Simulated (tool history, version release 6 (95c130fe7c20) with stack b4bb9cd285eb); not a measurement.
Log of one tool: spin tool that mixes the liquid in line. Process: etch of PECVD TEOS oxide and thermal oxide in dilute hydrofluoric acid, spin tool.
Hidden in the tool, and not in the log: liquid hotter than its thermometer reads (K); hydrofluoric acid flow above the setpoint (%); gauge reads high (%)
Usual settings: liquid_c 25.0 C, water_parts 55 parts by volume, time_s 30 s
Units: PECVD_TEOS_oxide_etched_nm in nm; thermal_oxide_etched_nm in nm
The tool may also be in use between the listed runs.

| run | hour | liquid_c | water_parts | time_s | wafers since the last listed run | hours since the thermometer was replaced | hours since the hydrofluoric acid flow meter was replaced | hours since the gauge calibration | read-back film thickness of the PECVD TEOS oxide reference wafer, read on the same gauge (nm) | read-back film thickness of the thermal oxide reference wafer, read on the same gauge (nm) | PECVD_TEOS_oxide_etched_nm | thermal_oxide_etched_nm |
|---|---|---|---|---|---|---|---|---|---|---|---|---|
| 1 | 0.0 | 25.0 | 55 | 30 | 0 | 724.2 | 1758.5 | 286.1 | 79.97 | 119.976 | 6.60 | 2.978 |
| 2 | 13.7 | 25.0 | 55 | 30 | 264 | 737.9 | 1772.2 | 299.8 | 80.05 | 119.995 | 6.54 | 3.018 |
| 3 | 47.4 | 25.0 | 55 | 45 | 651 | 771.6 | 1805.9 | 333.5 | 79.99 | 120.005 | 9.90 | 4.554 |
| 4 | 63.8 | 25.0 | 55 | 35 | 316 | 788.0 | 1822.3 | 349.9 | 79.99 | 119.962 | 7.77 | 3.482 |
| 5 | 97.6 | 25.0 | 55 | 30 | 653 | 821.8 | 1856.1 | 383.7 | 79.98 | 119.954 | 6.62 | 3.040 |
| 6 | 113.3 | 25.0 | 55 | 30 | 303 | 837.5 | 1871.8 | 399.4 | 79.99 | 119.961 | 6.66 | 3.051 |
| 7 | 128.7 | 25.0 | 55 | 30 | 297 | 852.9 | 1887.2 | 414.8 | 79.99 | 119.980 | 6.63 | 2.975 |
| 8 | 155.2 | 22.5 | 35 | 20 | 512 | 879.4 | 1913.7 | 441.3 | 80.03 | 119.994 | 6.42 | 2.919 |
|  | 155.7 | gauge calibrated |
|  | 198.5 | thermometer replaced |
| 9 | 261.3 | 25.0 | 55 | 15 | 2031 | 62.8 | 2019.8 | 105.6 | 80.00 | 120.016 | 3.36 | 1.528 |
| 10 | 289.7 | 29.0 | 55 | 30 | 548 | 91.2 | 2048.2 | 134.0 | 80.03 | 120.019 | 7.81 | 3.567 |
|  | 291.4 | hydrofluoric acid flow meter replaced |
| 11 | 311.6 | 25.0 | 55 | 30 | 403 | 113.1 | 20.2 | 155.9 | 80.02 | 120.038 | 5.96 | 2.685 |
| 12 | 332.6 | 23.0 | 40 | 30 | 405 | 134.1 | 41.2 | 176.9 | 80.02 | 119.983 | 7.70 | 3.464 |
| 13 | 355.1 | 25.0 | 55 | 30 | 434 | 156.6 | 63.7 | 199.4 | 79.99 | 119.969 | 5.99 | 2.741 |
| 14 | 383.8 | 27.0 | 75 | 45 | 554 | 185.3 | 92.4 | 228.1 | 79.98 | 120.026 | 6.94 | 3.217 |

3 ways to go on from here, each from the tool as it stands after run 14. What would each give?
| A | 384.2 | 25.0 | 55 | 30 | 7 | 185.7 | 92.8 | 228.5 | ? | ? | ? | ? |
| B | 384.2 | 25.0 | 55 | 20 | 7 | 185.7 | 92.8 | 228.5 | ? | ? | ? | ? |
| C | 384.2 | 22.0 | 55 | 30 | 7 | 185.7 | 92.8 | 228.5 | ? | ? | ? | ? |

| run | read-back film thickness of the PECVD TEOS oxide reference wafer, read on the same gauge (nm) | read-back film thickness of the thermal oxide reference wafer, read on the same gauge (nm) | PECVD_TEOS_oxide_etched_nm | thermal_oxide_etched_nm |
|---|---|---|---|---|
| A | 80.02 | 119.995 | 6.02 | 2.767 |
| B | 80.02 | 119.995 | 4.02 | 1.844 |
| C | 80.02 | 119.995 | 5.32 | 2.445 |
Without the tool's hidden state the same runs would have given:
| run | PECVD_TEOS_oxide_etched_nm | thermal_oxide_etched_nm |
|---|---|---|
| A | 5.96 | 2.736 |
| B | 3.97 | 1.824 |
| C | 5.26 | 2.418 |
